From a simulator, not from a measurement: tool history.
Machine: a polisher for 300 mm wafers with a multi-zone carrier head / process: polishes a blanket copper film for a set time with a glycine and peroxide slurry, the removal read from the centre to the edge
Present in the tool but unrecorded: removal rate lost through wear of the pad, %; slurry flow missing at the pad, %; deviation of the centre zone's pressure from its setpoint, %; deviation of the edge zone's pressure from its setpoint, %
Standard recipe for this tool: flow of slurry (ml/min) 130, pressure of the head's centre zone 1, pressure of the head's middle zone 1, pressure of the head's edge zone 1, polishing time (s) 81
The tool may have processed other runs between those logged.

run   hour  flow of slurry (ml/min)  pressure of the head's centre zone  pressure of the head's middle zone  pressure of the head's edge zone  polishing time (s)  wafers since the last listed run  wafers polished on this pad  hours since the slurry nozzle was cleaned  hours since the centre zone pressure was calibrated  hours since the edge zone pressure was calibrated  hours since the carrier head's membrane was replaced  incoming thickness of the incoming film, nm  film removed at the wafer's centre (nm)  film removed at mid-radius (nm)  film removed at the wafer's edge (nm)
  1      0                      130                                1.05                                   1                                 1                  81                                 0                          335                                      365.6                                                581.2                                              262.9                                                 288.9                                       1346.4                                    298.7                            327.4                                  318.8
  2   33.5                      130                                1.05                                   1                                 1                  81                               217                          552                                      399.1                                                614.7                                              296.4                                                 322.4                                       1361.9                                      294                            319.1                                  314.7
  3   49.9                      130                                   1                                   1                                 1                  81                               106                          658                                      415.5                                                631.1                                              312.8                                                 338.8                                       1353.7                                    283.8                            322.1                                  321.2
      72.8  -- worn pad replaced by a new one
  4   73.3                      130                                   1                                   1                              0.93                  81                               125                            3                                      438.9                                                654.5                                              336.2                                                 362.2                                       1383.1                                    282.3                            319.8                                    308
  5   92.6                      130                                   1                                   1                              0.93                  81                               125                          128                                      458.2                                                673.8                                              355.5                                                 381.5                                       1356.6                                    277.7                            326.1                                  305.7
  6  126.4                      130                                   1                                   1                                 1                  81                               219                          347                                        492                                                707.6                                              389.3                                                 415.3                                       1353.6                                    270.5                            327.5                                  316.9
  7  148.4                      130                                   1                                   1                                 1                  81                               142                          490                                        514                                                729.6                                              411.3                                                 437.3                                       1361.2                                    273.1                            326.3                                  318.9
  8    180                      100                                   1                                   1                                 1                  81                               204                          695                                      545.6                                                761.2                                              442.9                                                 468.9                                       1338.6                                      250                            300.7                                  306.6
     198.2  -- worn pad replaced by a new one
  9  198.7                      130                                0.95                                 0.9                              0.93                  67                                95                            3                                      564.3                                                779.9                                              461.6                                                 487.6                                       1342.5                                    215.7                            245.6                                    254
 10  230.1                      130                                   1                                   1                                 1                  81                               203                          207                                      595.7                                                811.3                                                493                                                   519                                       1346.3                                    271.9                              325                                  320.1
 11  245.7                      130                                   1                                   1                                 1                  81                               101                          308                                      611.3                                                826.9                                              508.6                                                 534.6                                       1354.8                                    270.3                            323.6                                  316.5
     272.7  -- carrier head's membrane replaced by a new one
 12  273.4                      130                                   1                                   1                                 1                 102                               147                          455                                        639                                                854.6                                              536.3                                                   0.7                                       1375.8                                    331.5                            407.7                                  401.6
     278.7  -- edge zone pressure recalibrated
     280.1  -- centre zone pressure recalibrated
 13  288.5                      130                                   1                                0.89                                 1                  81                                75                          531                                      654.1                                                  8.4                                                9.8                                                  15.8                                       1362.2                                    310.6                            282.9                                    314
     312.7  -- slurry nozzle cleaned
     340.3  -- worn pad replaced by a new one
 14    386                      130                                   1                                   1                              0.92                  94                               599                          296                                       73.3                                                105.9                                              107.3                                                 113.3                                       1370.8                                    363.5                            369.4                                  352.7
 15  458.2                      130                                   1                                0.95                              0.96                  81                               467                          763                                      145.5                                                178.1                                              179.5                                                 185.5                                       1359.8                                    299.2                            309.9                                  312.3
 16  471.8                      145                                1.09                                   1                              1.12                 103                                88                          852                                      159.1                                                191.7                                              193.1                                                 199.1                                       1355.8                                    438.3                            419.9                                    436
     496.2  -- worn pad replaced by a new one
 17  504.5                      130                                   1                                0.96                                 1                  81                               186                           54                                      191.8                                                224.4                                              225.8                                                 231.8                                       1376.5                                    301.8                            313.8                                  316.7
 18  521.8                      130                                   1                                0.94                              1.11                  81                               112                          166                                      209.1                                                241.7                                              243.1                                                 249.1                                       1353.2                                    295.2                            307.4                                  338.1
 19  546.6                      130                                   1                                   1                              1.05                  81                               160                          326                                      233.9                                                266.5                                              267.9                                                 273.9                                       1359.4                                    303.7                            324.7                                    325
 20  574.1                      130                                   1                                   1                                 1                  81                               178                          505                                      261.4                                                  294                                              295.4                                                 301.4                                       1363.6                                    301.1                            329.2                                  320.7
 21  601.6                      130                                   1                                   1                                 1                  81                               178                          683                                      288.9                                                321.5                                              322.9                                                 328.9                                         1354                                    302.1                            325.3                                  320.2

What differs in the tool's unlogged condition from the final listed run ahead of each entry between runs to the first listed run following it?
From run 3 to run 4: worn pad replaced by a new one (hour 72.8)
  deviation of the centre zone's pressure from its setpoint, %: -11.2 -> -11.6
  measured less the result without the state, film removed at the wafer's centre (nm): -36.2 -> -37.4
From run 8 to run 9: worn pad replaced by a new one (hour 198.2)
  deviation of the centre zone's pressure from its setpoint, %: -13.3 -> -13.6
  measured less the result without the state, film removed at the wafer's centre (nm): -38.7 -> -34.4
From run 11 to run 12: carrier head's membrane replaced by a new one (hour 272.7)
  deviation of the centre zone's pressure from its setpoint, %: -14.4 -> -14.8
  measured less the result without the state, film removed at the wafer's centre (nm): -45.7 -> -58.1
From run 12 to run 13: edge zone pressure recalibrated (hour 278.7); centre zone pressure recalibrated (hour 280.1)
  deviation of the centre zone's pressure from its setpoint, %: -14.8 -> -0.571
  measured less the result without the state, film removed at the wafer's centre (nm): -58.1 -> -1.8
From run 13 to run 14: slurry nozzle cleaned (hour 312.7); worn pad replaced by a new one (hour 340.3)
  deviation of the centre zone's pressure from its setpoint, %: -0.571 -> -2.13
  measured less the result without the state, film removed at the wafer's centre (nm): -1.8 -> -8
From run 16 to run 17: worn pad replaced by a new one (hour 496.2)
  deviation of the centre zone's pressure from its setpoint, %: -3.5 -> -4.02
  measured less the result without the state, film removed at the wafer's centre (nm): -15.9 -> -12.8
